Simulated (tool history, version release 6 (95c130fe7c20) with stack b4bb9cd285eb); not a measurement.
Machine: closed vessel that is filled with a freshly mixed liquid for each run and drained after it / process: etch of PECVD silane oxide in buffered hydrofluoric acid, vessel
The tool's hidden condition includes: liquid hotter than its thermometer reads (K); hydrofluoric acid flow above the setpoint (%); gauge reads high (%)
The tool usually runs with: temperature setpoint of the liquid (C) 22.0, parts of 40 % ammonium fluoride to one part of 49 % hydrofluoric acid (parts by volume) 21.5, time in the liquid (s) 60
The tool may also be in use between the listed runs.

run   hour  temperature setpoint of the liquid (C)  parts of 40 % ammonium fluoride to one part of 49 % hydrofluoric acid (parts by volume)  time in the liquid (s)  wafers since the last listed run  hours since the thermometer was replaced  hours since the hydrofluoric acid flow meter was replaced  hours since the gauge calibration  read-back film thickness of the PECVD silane oxide reference wafer, read on the same gauge (nm)  thickness taken off the PECVD silane oxide on a monitor wafer (nm)
  1    0.0                                    18.5                                                                                     21.5                      60                                 0                                     443.3                                                      640.2                               40.7                                                                                           129.99                                                               42.90
  2   12.1                                    18.5                                                                                     21.5                      60                              1497                                     455.4                                                      652.3                               52.8                                                                                           129.99                                                               42.81
  3   38.5                                    22.0                                                                                     21.5                      60                              3268                                     481.8                                                      678.7                               79.2                                                                                           129.99                                                               52.14
  4   73.7                                    22.0                                                                                     21.5                      60                              4357                                     517.0                                                      713.9                              114.4                                                                                           130.00                                                               52.18
  5   96.6                                    22.0                                                                                     21.5                      60                              2834                                     539.9                                                      736.8                              137.3                                                                                           129.99                                                               52.30
  6  131.4                                    22.0                                                                                     21.5                      60                              4308                                     574.7                                                      771.6                              172.1                                                                                           129.99                                                               52.40
  7  152.6                                    25.0                                                                                     21.5                      75                              2624                                     595.9                                                      792.8                              193.3                                                                                           130.01                                                               77.08
  8  179.2                                    25.0                                                                                     21.5                      75                              3292                                     622.5                                                      819.4                              219.9                                                                                           129.99                                                               76.97
  9  201.8                                    25.0                                                                                     21.5                      75                              2797                                     645.1                                                      842.0                              242.5                                                                                           129.97                                                               76.80
 10  220.9                                    22.0                                                                                     21.5                      60                              2364                                     664.2                                                      861.1                              261.6                                                                                           130.01                                                               52.33
 11  319.7                                    22.0                                                                                     21.5                      60                             12231                                     763.0                                                      959.9                              360.4                                                                                           129.99                                                               52.69
 12  343.4                                    22.0                                                                                     17.5                      60                              2933                                     786.7                                                      983.6                              384.1                                                                                           130.01                                                               63.40
 13  368.7                                    22.0                                                                                     17.5                      60                              3132                                     812.0                                                     1008.9                              409.4                                                                                           129.98                                                               63.03
 14  400.2                                    22.0                                                                                     17.5                      60                              3899                                     843.5                                                     1040.4                              440.9                                                                                           130.00                                                               63.12
     499.7  -- hydrofluoric acid flow meter replaced
 15  504.5                                    20.0                                                                                     21.5                      60                             12788                                     947.8                                                        4.8                              545.2                                                                                           130.00                                                               47.14
 16  530.0                                    25.0                                                                                     21.5                      60                              3156                                     973.3                                                       30.3                              570.7                                                                                           130.00                                                               62.23
 17  562.5                                    22.0                                                                                     21.5                      60                              4023                                    1005.8                                                       62.8                              603.2                                                                                           130.01                                                               53.11
 18  597.9                                    22.0                                                                                     21.5                      45                              4382                                    1041.2                                                       98.2                              638.6                                                                                           130.00                                                               39.74
 19  625.1                                    25.0                                                                                     21.5                      85                              3367                                    1068.4                                                      125.4                              665.8                                                                                           129.99                                                               88.40
 20  653.9                                    22.0                                                                                     15.0                      60                              3565                                    1097.2                                                      154.2                              694.6                                                                                           130.00                                                               73.65
     659.6  -- gauge calibrated
 21  671.8                                    18.0                                                                                     21.5                      60                              2215                                    1115.1                                                      172.1                               12.2                                                                                           130.00                                                               42.44
 22  694.0                                    18.5                                                                                     26.0                      75                              2748                                    1137.3                                                      194.3                               34.4                                                                                           130.00                                                               47.86
 23  724.4                                    20.0                                                                                     18.5                      75                              3763                                    1167.7                                                      224.7                               64.8                                                                                           129.98                                                               67.39
     762.4  -- thermometer replaced
 24  809.7                                    22.0                                                                                     21.5                      60                             10436                                      47.3                                                      310.0                              150.1                                                                                           130.00                                                               51.51
 25  830.3                                    18.0                                                                                     13.5                      30                              2550                                      67.9                                                      330.6                              170.7                                                                                           130.02                                                               31.77
 26  853.8                                    22.0                                                                                     21.5                      60                              2909                                      91.4                                                      354.1                              194.2                                                                                           129.99                                                               51.57
 27  888.4                                    22.0                                                                                     21.5                      60                              4283                                     126.0                                                      388.7                              228.8                                                                                           130.00                                                               51.70
 28  916.0                                    26.5                                                                                     26.0                      40                              3416                                     153.6                                                      416.3                              256.4                                                                                           129.98                                                               38.47
 29  935.6                                    17.5                                                                                     25.0                      35                              2426                                     173.2                                                      435.9                              276.0                                                                                           130.00                                                               21.09
 30  954.1                                    19.5                                                                                     24.0                      35                              2290                                     191.7                                                      454.4                              294.5                                                                                           129.97                                                               24.38
 31  978.7                                    25.0                                                                                     21.5                      75                              3045                                     216.3                                                      479.0                              319.1                                                                                           129.98                                                               76.62

Exercise: give the hidden state of the tool at every run:
hydrofluoric acid flow above the setpoint (%): 0 on each run
gauge reads high (%): 0 on each run
H1: liquid hotter than its thermometer reads (K)
run      H1
  1   0.299
  2   0.306
  3   0.323
  4   0.344
  5   0.359
  6    0.38
  7   0.393
  8   0.409
  9   0.423
 10   0.435
 11   0.496
 12   0.511
 13   0.526
 14   0.546
 15    0.61
 16   0.626
 17   0.646
 18   0.668
 19   0.685
 20   0.702
 21   0.714
 22   0.727
 23   0.746
 24  0.0812
 25  0.0939
 26   0.108
 27    0.13
 28   0.147
 29   0.159
 30    0.17
 31   0.186
